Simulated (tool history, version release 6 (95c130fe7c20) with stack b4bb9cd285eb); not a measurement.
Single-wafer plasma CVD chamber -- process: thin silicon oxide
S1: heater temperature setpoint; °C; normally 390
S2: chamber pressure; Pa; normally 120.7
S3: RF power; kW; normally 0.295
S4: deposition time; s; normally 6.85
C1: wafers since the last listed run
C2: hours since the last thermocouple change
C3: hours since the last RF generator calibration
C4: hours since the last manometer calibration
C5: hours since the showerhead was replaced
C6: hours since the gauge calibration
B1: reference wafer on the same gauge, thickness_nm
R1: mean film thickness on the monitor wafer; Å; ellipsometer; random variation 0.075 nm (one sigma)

run,hour,S1,S2,S3,S4,C1,C2,C3,C4,C5,C6,B1,R1
1,0.0,398,138.8,0.295,6.85,0,880.9,2133.7,673.7,2938.5,754.2,13.630,151.31
2,36.1,383,120.7,0.295,6.85,632,917.0,2169.8,709.8,2974.6,790.3,13.639,142.25
3,84.0,383,120.7,0.295,6.85,839,964.9,2217.7,757.7,3022.5,838.2,13.638,140.92
4,112.0,383,120.7,0.295,6.85,490,992.9,2245.7,785.7,3050.5,866.2,13.649,141.94
# hour 132.7: thermocouple changed; heater temperature recalibrated
# hour 149.4: showerhead replaced
5,164.1,390,120.7,0.295,6.85,632,31.4,2297.8,837.8,14.7,918.3,13.659,141.38
6,233.0,390,120.7,0.295,6.85,1207,100.3,2366.7,906.7,83.6,987.2,13.690,141.68
# hour 254.9: RF generator calibrated
7,285.0,390,120.7,0.295,6.85,770,152.3,30.1,958.7,135.6,1039.2,13.680,141.51
# hour 325.7: capacitance manometer re-zeroed and calibrated
8,356.4,390,120.7,0.340,6.85,1110,223.7,101.5,30.7,207.0,1110.6,13.675,150.30
9,418.6,390,143.6,0.295,6.85,1089,285.9,163.7,92.9,269.2,1172.8,13.692,158.78
10,489.6,390,143.6,0.295,6.85,1243,356.9,234.7,163.9,340.2,1243.8,13.687,156.32
11,539.7,396,120.7,0.295,6.50,877,407.0,284.8,214.0,390.3,1293.9,13.706,134.72
# hour 542.8: gauge calibrated
12,585.3,390,120.7,0.295,7.50,798,452.6,330.4,259.6,435.9,42.5,13.056,147.60
13,621.3,376,132.8,0.295,6.85,630,488.6,366.4,295.6,471.9,78.5,13.116,146.26
14,686.2,390,120.7,0.295,5.57,1137,553.5,431.3,360.5,536.8,143.4,13.204,111.56
15,729.3,390,120.7,0.315,6.17,755,596.6,474.4,403.6,579.9,186.5,13.236,126.51
16,790.0,390,120.7,0.295,6.85,1063,657.3,535.1,464.3,640.6,247.2,13.300,138.60
17,823.4,390,120.7,0.295,7.42,585,690.7,568.5,497.7,674.0,280.6,13.315,148.75
18,893.7,390,120.7,0.335,7.71,1231,761.0,638.8,568.0,744.3,350.9,13.370,164.10
19,957.2,390,133.1,0.355,6.20,1112,824.5,702.3,631.5,807.8,414.4,13.416,143.43
20,988.0,390,120.7,0.295,6.85,539,855.3,733.1,662.3,838.6,445.2,13.422,138.90
21,1034.5,402,120.7,0.295,6.85,814,901.8,779.6,708.8,885.1,491.7,13.434,137.67
22,1092.3,390,120.7,0.295,6.85,1012,959.6,837.4,766.6,942.9,549.5,13.480,138.57
# hour 1100.8: capacitance manometer re-zeroed and calibrated
23,1134.9,375,103.3,0.255,7.87,606,1002.2,880.0,34.1,985.5,592.1,13.461,135.33
24,1187.4,400,120.7,0.295,6.85,919,1054.7,932.5,86.6,1038.0,644.6,13.484,137.44
25,1257.0,390,120.7,0.335,6.50,1219,1124.3,1002.1,156.2,1107.6,714.2,13.536,140.47
26,1288.8,395,120.7,0.295,5.92,557,1156.1,1033.9,188.0,1139.4,746.0,13.523,119.86
# hour 1312.5: thermocouple changed; heater temperature recalibrated
27,1347.0,384,109.1,0.325,6.85,879,34.5,1092.1,246.2,1197.6,804.2,13.528,137.99

Below are 5 alternative next runs, each starting from the tool's condition after run 27. Predict each:
A,1347.4,390,120.7,0.295,6.85,7,34.9,1092.5,246.6,1198.0,804.6,?,?
B,1347.4,390,120.7,0.245,7.19,7,34.9,1092.5,246.6,1198.0,804.6,?,?
C,1347.4,376,143.3,0.325,5.81,7,34.9,1092.5,246.6,1198.0,804.6,?,?
D,1347.4,405,142.0,0.275,6.00,7,34.9,1092.5,246.6,1198.0,804.6,?,?
E,1347.4,402,110.4,0.280,6.85,7,34.9,1092.5,246.6,1198.0,804.6,?,?

run,B1,R1
A,13.524,140.63
B,13.524,134.97
C,13.524,139.79
D,13.524,130.45
E,13.524,128.28
What these runs would have given with no unlogged condition in the tool:
run,R1
A,136.06
B,130.58
C,135.25
D,126.21
E,124.12
